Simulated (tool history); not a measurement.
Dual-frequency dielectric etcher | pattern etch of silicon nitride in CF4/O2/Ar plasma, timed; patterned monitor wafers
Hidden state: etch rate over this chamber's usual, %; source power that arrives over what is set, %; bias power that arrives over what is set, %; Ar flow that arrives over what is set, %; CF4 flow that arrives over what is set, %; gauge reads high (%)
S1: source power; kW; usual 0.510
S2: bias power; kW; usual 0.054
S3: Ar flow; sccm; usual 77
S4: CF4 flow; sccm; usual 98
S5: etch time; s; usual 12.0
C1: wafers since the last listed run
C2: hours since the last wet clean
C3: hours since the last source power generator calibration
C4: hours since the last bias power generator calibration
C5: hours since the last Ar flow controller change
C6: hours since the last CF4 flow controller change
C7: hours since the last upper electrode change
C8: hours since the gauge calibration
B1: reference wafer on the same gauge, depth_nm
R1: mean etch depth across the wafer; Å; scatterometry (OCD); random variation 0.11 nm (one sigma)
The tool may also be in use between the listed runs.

| run | day | S1 | S2 | S3 | S4 | S5 | C1 | C2 | C3 | C4 | C5 | C6 | C7 | C8 | B1 | R1 |
|---|---|---|---|---|---|---|---|---|---|---|---|---|---|---|---|---|
| 1 | 0.000 | 0.510 | 0.054 | 77 | 98 | 12.0 | 0 | 273.3 | 1633.6 | 1654.9 | 5639.1 | 4843.1 | 3630.5 | 182.6 | 22.79 | 246.9 |
| 2 | 0.712 | 0.510 | 0.054 | 77 | 98 | 12.0 | 416 | 290.4 | 1650.7 | 1672.0 | 5656.2 | 4860.2 | 3647.6 | 199.7 | 22.81 | 246.8 |
| 3 | 1.396 | 0.510 | 0.054 | 77 | 98 | 12.0 | 399 | 306.8 | 1667.1 | 1688.4 | 5672.6 | 4876.6 | 3664.0 | 216.1 | 22.80 | 245.1 |
| 4 | 2.071 | 0.510 | 0.054 | 77 | 98 | 12.0 | 394 | 323.0 | 1683.3 | 1704.6 | 5688.8 | 4892.8 | 3680.2 | 232.3 | 22.80 | 245.1 |
| 5 | 2.325 | 0.510 | 0.054 | 77 | 98 | 12.0 | 148 | 329.1 | 1689.4 | 1710.7 | 5694.9 | 4898.9 | 3686.3 | 238.4 | 22.82 | 244.7 |
| 6 | 2.638 | 0.510 | 0.054 | 77 | 98 | 12.0 | 182 | 336.6 | 1696.9 | 1718.2 | 5702.4 | 4906.4 | 3693.8 | 245.9 | 22.77 | 243.7 |
|  | 2.846 | source power generator calibrated |
| 7 | 3.042 | 0.600 | 0.054 | 77 | 98 | 12.0 | 138 | 346.3 | 4.7 | 1727.9 | 5712.1 | 4916.1 | 3703.5 | 255.6 | 22.80 | 287.8 |
|  | 4.054 | wet clean of the chamber |
| 8 | 4.075 | 0.600 | 0.054 | 77 | 98 | 12.0 | 19 | 0.5 | 29.5 | 1752.7 | 5736.9 | 4940.9 | 3728.3 | 280.4 | 22.82 | 302.2 |
| 9 | 4.092 | 0.510 | 0.054 | 77 | 98 | 12.0 | 9 | 0.9 | 29.9 | 1753.1 | 5737.3 | 4941.3 | 3728.7 | 280.8 | 22.80 | 256.3 |
| 10 | 4.312 | 0.510 | 0.054 | 77 | 98 | 12.0 | 129 | 6.2 | 35.2 | 1758.4 | 5742.6 | 4946.6 | 3734.0 | 286.1 | 22.82 | 255.3 |
| 11 | 4.621 | 0.510 | 0.054 | 68 | 98 | 12.0 | 180 | 13.6 | 42.6 | 1765.8 | 5750.0 | 4954.0 | 3741.4 | 293.5 | 22.79 | 262.8 |
| 12 | 5.154 | 0.510 | 0.054 | 68 | 98 | 12.0 | 311 | 26.4 | 55.4 | 1778.6 | 5762.8 | 4966.8 | 3754.2 | 306.3 | 22.83 | 259.8 |
|  | 5.838 | gauge calibrated |
|  | 6.258 | upper electrode replaced, of another model than before |
| 13 | 6.279 | 0.390 | 0.048 | 77 | 87 | 14.0 | 73 | 53.4 | 82.4 | 1805.6 | 5789.8 | 4993.8 | 0.5 | 10.6 | 22.80 | 189.1 |
| 14 | 6.292 | 0.510 | 0.054 | 68 | 98 | 12.0 | 7 | 53.7 | 82.7 | 1805.9 | 5790.1 | 4994.1 | 0.8 | 10.9 | 22.78 | 260.0 |
|  | 6.904 | CF4 flow controller replaced |
|  | 7.083 | Ar flow controller replaced |
|  | 7.100 | bias power generator calibrated |
| 15 | 7.121 | 0.510 | 0.063 | 64 | 98 | 8.5 | 223 | 73.6 | 102.6 | 0.5 | 0.9 | 5.2 | 20.7 | 30.8 | 22.81 | 199.6 |
| 16 | 7.175 | 0.510 | 0.054 | 77 | 98 | 11.0 | 31 | 74.9 | 103.9 | 1.8 | 2.2 | 6.5 | 22.0 | 32.1 | 22.79 | 233.1 |
| 17 | 7.446 | 0.470 | 0.054 | 77 | 98 | 14.5 | 158 | 81.4 | 110.4 | 8.3 | 8.7 | 13.0 | 28.5 | 38.6 | 22.81 | 277.1 |
| 18 | 7.742 | 0.510 | 0.054 | 77 | 98 | 12.0 | 172 | 88.5 | 117.5 | 15.4 | 15.8 | 20.1 | 35.6 | 45.7 | 22.78 | 252.4 |
| 19 | 8.075 | 0.510 | 0.059 | 77 | 98 | 12.0 | 194 | 96.5 | 125.5 | 23.4 | 23.8 | 28.1 | 43.6 | 53.7 | 22.81 | 266.3 |
| 20 | 8.588 | 0.510 | 0.049 | 71 | 98 | 10.0 | 299 | 108.8 | 137.8 | 35.7 | 36.1 | 40.4 | 55.9 | 66.0 | 22.80 | 203.4 |
| 21 | 9.246 | 0.510 | 0.054 | 77 | 98 | 12.0 | 384 | 124.6 | 153.6 | 51.5 | 51.9 | 56.2 | 71.7 | 81.8 | 22.78 | 251.8 |
| 22 | 9.921 | 0.420 | 0.054 | 70 | 98 | 10.0 | 394 | 140.8 | 169.8 | 67.7 | 68.1 | 72.4 | 87.9 | 98.0 | 22.81 | 162.0 |

Hidden state or all else? Some run-to-run changes of R1, split into what the settings, what came in and random variation would give without the hidden state, and what is left for the hidden state (with any gauge scatter that isn't in both results):
Run 6 -> 7: S1 0.510 -> 0.600, source power generator calibrated. R1 +44.1 Å: hidden state -2.2, all else +46.3.
Run 7 -> 8: wet clean of the chamber. R1 +14.4 Å: hidden state +14.9, all else -0.5.
Run 13 -> 14: S1 0.390 -> 0.510, S2 0.048 -> 0.054, S3 77 -> 68, S4 87 -> 98, S5 14.0 -> 12.0. R1 +70.9 Å: hidden state +0.0, all else +70.9.
Run 21 -> 22: S1 0.510 -> 0.420, S3 77 -> 70, S5 12.0 -> 10.0. R1 -89.8 Å: hidden state +0.4, all else -90.2.
